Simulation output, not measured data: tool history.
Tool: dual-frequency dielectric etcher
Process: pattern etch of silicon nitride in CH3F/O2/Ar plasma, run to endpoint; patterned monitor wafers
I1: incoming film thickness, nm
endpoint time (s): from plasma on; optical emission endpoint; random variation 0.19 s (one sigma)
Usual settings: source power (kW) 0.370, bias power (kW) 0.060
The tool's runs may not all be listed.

Run 1, day 0.000: usual settings; I1 18.75. Result: endpoint time (s) 31.3.
Run 2, day 1.033: usual settings; I1 18.73. Result: endpoint time (s) 31.1.
Run 3, day 3.633: usual settings; I1 18.78. Result: endpoint time (s) 31.1.
At day 6.112: wet clean of the chamber.
Run 4, day 12.533: usual settings; I1 18.94. Result: endpoint time (s) 30.9.
At day 13.721: source power generator calibrated.
Run 5, day 13.742: usual settings; I1 18.83. Result: endpoint time (s) 30.5.
At day 15.008: bias power generator calibrated.
At day 15.746: upper electrode replaced, of another model than before.
Run 6, day 15.767: usual settings but source power (kW) 0.340; I1 18.79. Result: endpoint time (s) 33.0.
Run 7, day 18.362: usual settings; I1 18.81. Result: endpoint time (s) 31.1.
Run 8, day 20.233: usual settings; I1 18.78. Result: endpoint time (s) 31.4.
Run 9, day 21.425: usual settings; I1 18.62. Result: endpoint time (s) 31.0.
Run 10, day 23.042: usual settings; I1 18.76. Result: endpoint time (s) 31.4.
Run 11, day 24.671: usual settings; I1 18.47. Result: endpoint time (s) 31.3.
At day 27.200: wet clean of the chamber.
Run 12, day 27.358: usual settings; I1 18.77. Result: endpoint time (s) 30.0.
Run 13, day 29.942: usual settings; I1 18.76. Result: endpoint time (s) 29.9.
Run 14, day 32.196: usual settings; I1 18.64. Result: endpoint time (s) 30.1.
Run 15, day 34.850: usual settings but source power (kW) 0.420, bias power (kW) 0.051; I1 18.56. Result: endpoint time (s) 28.4.
Run 16, day 36.696: usual settings but source power (kW) 0.290, bias power (kW) 0.069; I1 18.74. Result: endpoint time (s) 36.2.
Run 17, day 38.933: usual settings but source power (kW) 0.300, bias power (kW) 0.053; I1 18.69. Result: endpoint time (s) 36.7.
Run 18, day 41.750: usual settings but bias power (kW) 0.052; I1 18.83. Result: endpoint time (s) 32.3.
At day 43.275: wet clean of the chamber.
Run 19, day 43.825: usual settings but source power (kW) 0.280, bias power (kW) 0.053; I1 18.66. Result: endpoint time (s) 38.3.
Run 20, day 46.362: usual settings but bias power (kW) 0.055; I1 18.86. Result: endpoint time (s) 30.9.
Run 21, day 48.162: usual settings; I1 18.92. Result: endpoint time (s) 30.6.
Run 22, day 49.612: usual settings but source power (kW) 0.310, bias power (kW) 0.046; I1 18.67. Result: endpoint time (s) 36.1.
Run 23, day 50.796: usual settings but source power (kW) 0.420, bias power (kW) 0.066; I1 18.78. Result: endpoint time (s) 27.4.
Run 24, day 51.800: usual settings but source power (kW) 0.340, bias power (kW) 0.049; I1 18.52. Result: endpoint time (s) 33.1.
Run 25, day 53.333: usual settings; I1 18.89. Result: endpoint time (s) 31.1.
Run 26, day 54.429: usual settings but source power (kW) 0.460, bias power (kW) 0.053; I1 18.64. Result: endpoint time (s) 26.7.
Run 27, day 55.608: usual settings but bias power (kW) 0.070; I1 18.54. Result: endpoint time (s) 30.0.
Run 28, day 58.446: usual settings; I1 18.64. Result: endpoint time (s) 30.8.
Run 29, day 61.154: usual settings; I1 18.65. Result: endpoint time (s) 31.0.
At day 63.288: wet clean of the chamber.
Run 30, day 63.308: usual settings; I1 18.64. Result: endpoint time (s) 29.7.
Run 31, day 65.492: usual settings; I1 18.62. Result: endpoint time (s) 29.8.
Run 32, day 68.371: usual settings but source power (kW) 0.450, bias power (kW) 0.046; I1 18.78. Result: endpoint time (s) 27.4.
Run 33, day 71.108: usual settings but source power (kW) 0.410, bias power (kW) 0.071; I1 18.71. Result: endpoint time (s) 27.2.
Run 34, day 73.271: usual settings but bias power (kW) 0.047; I1 18.71. Result: endpoint time (s) 31.4.

5 ways to go on from here, each from the tool as it stands after run 34. What would each give?
Run A, day 73.288: usual settings but source power (kW) 0.430; I1 18.96. Result: endpoint time (s) ?.
Run B, day 73.288: usual settings but source power (kW) 0.420, bias power (kW) 0.075; I1 18.96. Result: endpoint time (s) ?.
Run C, day 73.288: usual settings but source power (kW) 0.420, bias power (kW) 0.049; I1 18.96. Result: endpoint time (s) ?.
Run D, day 73.288: usual settings but bias power (kW) 0.046; I1 18.96. Result: endpoint time (s) ?.
Run E, day 73.288: usual settings but source power (kW) 0.300, bias power (kW) 0.068; I1 18.96. Result: endpoint time (s) ?.

run  endpoint time (s)
  A               28.0
  B               27.3
  C               29.3
  D               32.2
  E               35.9
Without the tool's hidden state the same runs would have given:
run  endpoint time (s)
  A               27.3
  B               26.7
  C               28.5
  D               31.4
  E               35.0
